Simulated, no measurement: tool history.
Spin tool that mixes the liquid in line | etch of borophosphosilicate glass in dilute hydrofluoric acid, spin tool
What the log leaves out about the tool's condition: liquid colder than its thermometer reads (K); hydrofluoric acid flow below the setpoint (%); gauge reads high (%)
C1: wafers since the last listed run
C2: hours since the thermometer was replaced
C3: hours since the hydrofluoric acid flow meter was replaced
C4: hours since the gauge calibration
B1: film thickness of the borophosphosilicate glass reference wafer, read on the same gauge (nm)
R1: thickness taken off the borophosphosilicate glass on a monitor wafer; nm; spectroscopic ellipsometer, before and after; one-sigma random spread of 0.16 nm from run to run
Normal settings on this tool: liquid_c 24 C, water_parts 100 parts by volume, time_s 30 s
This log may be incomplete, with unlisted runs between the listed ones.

{"run": 1, "day": 0.0, "liquid_c": 24, "water_parts": 100, "time_s": 30, "C1": 0, "C2": 710.9, "C3": 942, "C4": 126.6, "B1": 70.01, "R1": 23.58}
{"run": 2, "day": 1.975, "liquid_c": 24, "water_parts": 100, "time_s": 30, "C1": 600, "C2": 758.3, "C3": 989.4, "C4": 174, "B1": 69.99, "R1": 23.49}
{"day": 3.85, "done": "thermometer replaced"}
{"run": 3, "day": 4.254, "liquid_c": 24, "water_parts": 100, "time_s": 30, "C1": 680, "C2": 9.7, "C3": 1044.1, "C4": 228.7, "B1": 70.01, "R1": 23.63}
{"run": 4, "day": 6.692, "liquid_c": 24, "water_parts": 100, "time_s": 30, "C1": 741, "C2": 68.2, "C3": 1102.6, "C4": 287.2, "B1": 69.98, "R1": 23.76}
{"run": 5, "day": 9.275, "liquid_c": 24, "water_parts": 125, "time_s": 30, "C1": 785, "C2": 130.2, "C3": 1164.6, "C4": 349.2, "B1": 70, "R1": 18.11}
{"run": 6, "day": 11.621, "liquid_c": 24, "water_parts": 125, "time_s": 30, "C1": 713, "C2": 186.5, "C3": 1220.9, "C4": 405.5, "B1": 70, "R1": 17.98}
{"run": 7, "day": 25.104, "liquid_c": 24, "water_parts": 100, "time_s": 30, "C1": 4099, "C2": 510.1, "C3": 1544.5, "C4": 729.1, "B1": 70.01, "R1": 22.88}
{"day": 25.238, "done": "hydrofluoric acid flow meter replaced"}
{"run": 8, "day": 28.288, "liquid_c": 24, "water_parts": 100, "time_s": 30, "C1": 955, "C2": 586.5, "C3": 73.2, "C4": 805.5, "B1": 70.01, "R1": 24.94}
{"day": 35.525, "done": "thermometer replaced"}
{"run": 9, "day": 41.083, "liquid_c": 24, "water_parts": 100, "time_s": 30, "C1": 3878, "C2": 133.4, "C3": 380.3, "C4": 1112.6, "B1": 69.98, "R1": 24.53}
{"run": 10, "day": 43.104, "liquid_c": 24, "water_parts": 100, "time_s": 40, "C1": 614, "C2": 181.9, "C3": 428.8, "C4": 1161.1, "B1": 69.98, "R1": 32.77}
{"run": 11, "day": 46.1, "liquid_c": 24, "water_parts": 100, "time_s": 30, "C1": 910, "C2": 253.8, "C3": 500.7, "C4": 1233, "B1": 69.99, "R1": 24}
{"run": 12, "day": 47.612, "liquid_c": 24, "water_parts": 70, "time_s": 45, "C1": 459, "C2": 290.1, "C3": 537, "C4": 1269.3, "B1": 70.02, "R1": 54.13}
{"day": 51.779, "done": "gauge calibrated"}
{"run": 13, "day": 52.0, "liquid_c": 24, "water_parts": 130, "time_s": 45, "C1": 1334, "C2": 395.4, "C3": 642.3, "C4": 5.3, "B1": 70.02, "R1": 27.05}
{"run": 14, "day": 54.604, "liquid_c": 21.5, "water_parts": 100, "time_s": 30, "C1": 791, "C2": 457.9, "C3": 704.8, "C4": 67.8, "B1": 69.99, "R1": 21.78}
{"run": 15, "day": 57.054, "liquid_c": 24, "water_parts": 100, "time_s": 15, "C1": 744, "C2": 516.7, "C3": 763.6, "C4": 126.6, "B1": 69.97, "R1": 11.96}
{"run": 16, "day": 59.046, "liquid_c": 20.5, "water_parts": 135, "time_s": 30, "C1": 605, "C2": 564.5, "C3": 811.4, "C4": 174.4, "B1": 69.98, "R1": 14.97}
{"run": 17, "day": 63.471, "liquid_c": 26.5, "water_parts": 130, "time_s": 30, "C1": 1345, "C2": 670.7, "C3": 917.6, "C4": 280.6, "B1": 69.99, "R1": 19.35}
{"run": 18, "day": 65.288, "liquid_c": 24, "water_parts": 100, "time_s": 30, "C1": 552, "C2": 714.3, "C3": 961.2, "C4": 324.2, "B1": 69.99, "R1": 23.71}
{"day": 66.467, "done": "thermometer replaced"}
{"run": 19, "day": 67.325, "liquid_c": 19.5, "water_parts": 125, "time_s": 20, "C1": 606, "C2": 20.6, "C3": 1010.1, "C4": 373.1, "B1": 70, "R1": 10.32}
{"run": 20, "day": 68.838, "liquid_c": 21.5, "water_parts": 75, "time_s": 30, "C1": 459, "C2": 56.9, "C3": 1046.4, "C4": 409.4, "B1": 69.99, "R1": 29.63}
{"run": 21, "day": 71.896, "liquid_c": 24, "water_parts": 100, "time_s": 30, "C1": 929, "C2": 130.3, "C3": 1119.8, "C4": 482.8, "B1": 70.02, "R1": 23.57}

Branching from run 21: 4 alternative next runs. What would each branch give?
{"run": "A", "day": 71.912, "liquid_c": 24, "water_parts": 120, "time_s": 30, "C1": 5, "C2": 130.7, "C3": 1120.2, "C4": 483.2, "B1": "?", "R1": "?"}
{"run": "B", "day": 71.912, "liquid_c": 28.5, "water_parts": 55, "time_s": 30, "C1": 5, "C2": 130.7, "C3": 1120.2, "C4": 483.2, "B1": "?", "R1": "?"}
{"run": "C", "day": 71.912, "liquid_c": 22, "water_parts": 135, "time_s": 25, "C1": 5, "C2": 130.7, "C3": 1120.2, "C4": 483.2, "B1": "?", "R1": "?"}
{"run": "D", "day": 71.912, "liquid_c": 19.5, "water_parts": 100, "time_s": 50, "C1": 5, "C2": 130.7, "C3": 1120.2, "C4": 483.2, "B1": "?", "R1": "?"}

run=A B1=69.98 R1=19.16
run=B B1=69.98 R1=54.55
run=C B1=69.98 R1=12.89
run=D B1=69.98 R1=32.79
Take away the tool's hidden state, keep each run's random variation, and the runs would have read:
run=A R1=20.37
run=B R1=57.78
run=C R1=13.71
run=D R1=34.79

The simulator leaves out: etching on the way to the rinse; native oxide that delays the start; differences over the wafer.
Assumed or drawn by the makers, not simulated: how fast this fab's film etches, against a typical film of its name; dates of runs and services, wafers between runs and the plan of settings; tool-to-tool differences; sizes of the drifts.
